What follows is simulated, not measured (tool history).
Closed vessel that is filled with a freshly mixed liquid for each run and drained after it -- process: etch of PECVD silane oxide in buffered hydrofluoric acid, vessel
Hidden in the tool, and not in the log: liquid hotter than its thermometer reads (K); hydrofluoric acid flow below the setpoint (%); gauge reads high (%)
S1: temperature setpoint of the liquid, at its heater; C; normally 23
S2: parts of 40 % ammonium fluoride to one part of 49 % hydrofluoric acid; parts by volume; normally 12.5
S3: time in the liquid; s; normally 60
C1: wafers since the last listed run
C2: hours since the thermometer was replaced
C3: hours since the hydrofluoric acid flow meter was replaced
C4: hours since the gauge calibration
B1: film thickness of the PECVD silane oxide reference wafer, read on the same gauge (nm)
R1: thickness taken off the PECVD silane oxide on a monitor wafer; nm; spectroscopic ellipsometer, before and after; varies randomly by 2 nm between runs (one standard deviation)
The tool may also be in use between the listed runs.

{"run": 1, "hour": 0.0, "S1": 23, "S2": 12.5, "S3": 60, "C1": 0, "C2": 560.1, "C3": 2156.5, "C4": 206.6, "B1": 129.98, "R1": 203.37}
{"run": 2, "hour": 9.7, "S1": 23, "S2": 12.5, "S3": 60, "C1": 904, "C2": 569.8, "C3": 2166.2, "C4": 216.3, "B1": 130.01, "R1": 206.38}
{"run": 3, "hour": 16.3, "S1": 23, "S2": 12.5, "S3": 60, "C1": 615, "C2": 576.4, "C3": 2172.8, "C4": 222.9, "B1": 129.98, "R1": 207.72}
{"run": 4, "hour": 30.7, "S1": 23, "S2": 12.5, "S3": 60, "C1": 1342, "C2": 590.8, "C3": 2187.2, "C4": 237.3, "B1": 130.01, "R1": 205.85}
{"run": 5, "hour": 46.2, "S1": 25, "S2": 12.5, "S3": 60, "C1": 1444, "C2": 606.3, "C3": 2202.7, "C4": 252.8, "B1": 130, "R1": 228.54}
{"run": 6, "hour": 88.2, "S1": 25, "S2": 12.5, "S3": 60, "C1": 3914, "C2": 648.3, "C3": 2244.7, "C4": 294.8, "B1": 130.02, "R1": 228.95}
{"run": 7, "hour": 96.8, "S1": 25, "S2": 12.5, "S3": 60, "C1": 801, "C2": 656.9, "C3": 2253.3, "C4": 303.4, "B1": 130.01, "R1": 227.92}
{"hour": 102.9, "done": "thermometer replaced"}
{"run": 8, "hour": 109.1, "S1": 23, "S2": 12.5, "S3": 60, "C1": 1053, "C2": 6.2, "C3": 2265.6, "C4": 315.7, "B1": 130.01, "R1": 203.26}
{"run": 9, "hour": 123.4, "S1": 23, "S2": 12.5, "S3": 60, "C1": 1332, "C2": 20.5, "C3": 2279.9, "C4": 330, "B1": 129.98, "R1": 203.05}
{"run": 10, "hour": 136.1, "S1": 23, "S2": 12.5, "S3": 60, "C1": 1183, "C2": 33.2, "C3": 2292.6, "C4": 342.7, "B1": 129.95, "R1": 206.57}
{"run": 11, "hour": 148.2, "S1": 27, "S2": 8.5, "S3": 80, "C1": 1127, "C2": 45.3, "C3": 2304.7, "C4": 354.8, "B1": 129.99, "R1": 495.16}
{"run": 12, "hour": 162.4, "S1": 25, "S2": 12.5, "S3": 60, "C1": 1323, "C2": 59.5, "C3": 2318.9, "C4": 369, "B1": 129.99, "R1": 228.9}
{"run": 13, "hour": 174.3, "S1": 23, "S2": 12.5, "S3": 30, "C1": 1109, "C2": 71.4, "C3": 2330.8, "C4": 380.9, "B1": 129.99, "R1": 100.73}
{"run": 14, "hour": 182.8, "S1": 18, "S2": 10.5, "S3": 60, "C1": 792, "C2": 79.9, "C3": 2339.3, "C4": 389.4, "B1": 129.97, "R1": 185.88}
{"run": 15, "hour": 197.0, "S1": 23, "S2": 9.5, "S3": 60, "C1": 1323, "C2": 94.1, "C3": 2353.5, "C4": 403.6, "B1": 130.01, "R1": 265.46}
{"run": 16, "hour": 214.7, "S1": 23, "S2": 15.5, "S3": 60, "C1": 1649, "C2": 111.8, "C3": 2371.2, "C4": 421.3, "B1": 129.98, "R1": 167.69}
{"run": 17, "hour": 227.3, "S1": 23, "S2": 12.5, "S3": 60, "C1": 1174, "C2": 124.4, "C3": 2383.8, "C4": 433.9, "B1": 130, "R1": 202.94}
{"run": 18, "hour": 240.9, "S1": 26.5, "S2": 10.5, "S3": 85, "C1": 1267, "C2": 138, "C3": 2397.4, "C4": 447.5, "B1": 129.96, "R1": 413.08}
{"run": 19, "hour": 257.7, "S1": 23, "S2": 12.5, "S3": 45, "C1": 1565, "C2": 154.8, "C3": 2414.2, "C4": 464.3, "B1": 130.05, "R1": 151.91}
{"run": 20, "hour": 270.0, "S1": 23, "S2": 10, "S3": 35, "C1": 1146, "C2": 167.1, "C3": 2426.5, "C4": 476.6, "B1": 130.04, "R1": 146.63}
{"run": 21, "hour": 282.6, "S1": 23, "S2": 12.5, "S3": 60, "C1": 1174, "C2": 179.7, "C3": 2439.1, "C4": 489.2, "B1": 130, "R1": 201.02}
{"hour": 292.6, "done": "hydrofluoric acid flow meter replaced"}
{"run": 22, "hour": 300.3, "S1": 23, "S2": 12.5, "S3": 60, "C1": 1556, "C2": 197.4, "C3": 7.7, "C4": 506.9, "B1": 130.02, "R1": 235.04}
{"hour": 302.2, "done": "gauge calibrated"}
{"run": 23, "hour": 312.6, "S1": 20, "S2": 16.5, "S3": 85, "C1": 1146, "C2": 209.7, "C3": 20, "C4": 10.4, "B1": 129.99, "R1": 214.51}
{"run": 24, "hour": 320.0, "S1": 24.5, "S2": 9, "S3": 95, "C1": 689, "C2": 217.1, "C3": 27.4, "C4": 17.8, "B1": 130.01, "R1": 532.23}
{"run": 25, "hour": 329.6, "S1": 23, "S2": 12.5, "S3": 60, "C1": 894, "C2": 226.7, "C3": 37, "C4": 27.4, "B1": 129.97, "R1": 235.09}
{"run": 26, "hour": 343.2, "S1": 27.5, "S2": 16.5, "S3": 45, "C1": 1267, "C2": 240.3, "C3": 50.6, "C4": 41, "B1": 130.03, "R1": 168.95}
{"run": 27, "hour": 359.4, "S1": 23, "S2": 12.5, "S3": 60, "C1": 1509, "C2": 256.5, "C3": 66.8, "C4": 57.2, "B1": 130.03, "R1": 234.64}
{"run": 28, "hour": 372.4, "S1": 23, "S2": 12.5, "S3": 35, "C1": 1211, "C2": 269.5, "C3": 79.8, "C4": 70.2, "B1": 130.02, "R1": 137.68}
{"run": 29, "hour": 383.1, "S1": 20.5, "S2": 16.5, "S3": 80, "C1": 997, "C2": 280.2, "C3": 90.5, "C4": 80.9, "B1": 130, "R1": 206.66}
{"run": 30, "hour": 398.2, "S1": 21, "S2": 12.5, "S3": 60, "C1": 1407, "C2": 295.3, "C3": 105.6, "C4": 96, "B1": 129.99, "R1": 210.62}
{"run": 31, "hour": 413.3, "S1": 20, "S2": 16.5, "S3": 85, "C1": 1407, "C2": 310.4, "C3": 120.7, "C4": 111.1, "B1": 129.99, "R1": 213.83}
{"run": 32, "hour": 424.6, "S1": 23, "S2": 12.5, "S3": 75, "C1": 1053, "C2": 321.7, "C3": 132, "C4": 122.4, "B1": 130.03, "R1": 290.6}

Forecast each of these 5 alternatives for the next run:
{"run": "A", "hour": 425.3, "S1": 23, "S2": 12.5, "S3": 70, "C1": 65, "C2": 322.4, "C3": 132.7, "C4": 123.1, "B1": "?", "R1": "?"}
{"run": "B", "hour": 425.3, "S1": 24.5, "S2": 8, "S3": 30, "C1": 65, "C2": 322.4, "C3": 132.7, "C4": 123.1, "B1": "?", "R1": "?"}
{"run": "C", "hour": 425.3, "S1": 18.5, "S2": 11, "S3": 70, "C1": 65, "C2": 322.4, "C3": 132.7, "C4": 123.1, "B1": "?", "R1": "?"}
{"run": "D", "hour": 425.3, "S1": 23, "S2": 14, "S3": 50, "C1": 65, "C2": 322.4, "C3": 132.7, "C4": 123.1, "B1": "?", "R1": "?"}
{"run": "E", "hour": 425.3, "S1": 25.5, "S2": 14, "S3": 75, "C1": 65, "C2": 322.4, "C3": 132.7, "C4": 123.1, "B1": "?", "R1": "?"}

run=A B1=129.97 R1=274
run=B B1=129.97 R1=192.15
run=C B1=129.97 R1=241.61
run=D B1=129.97 R1=175.14
run=E B1=129.97 R1=301.07
Without the tool's hidden state the same runs would have given:
run=A R1=276.94
run=B R1=194.44
run=C R1=244.18
run=D R1=177.02
run=E R1=304.3
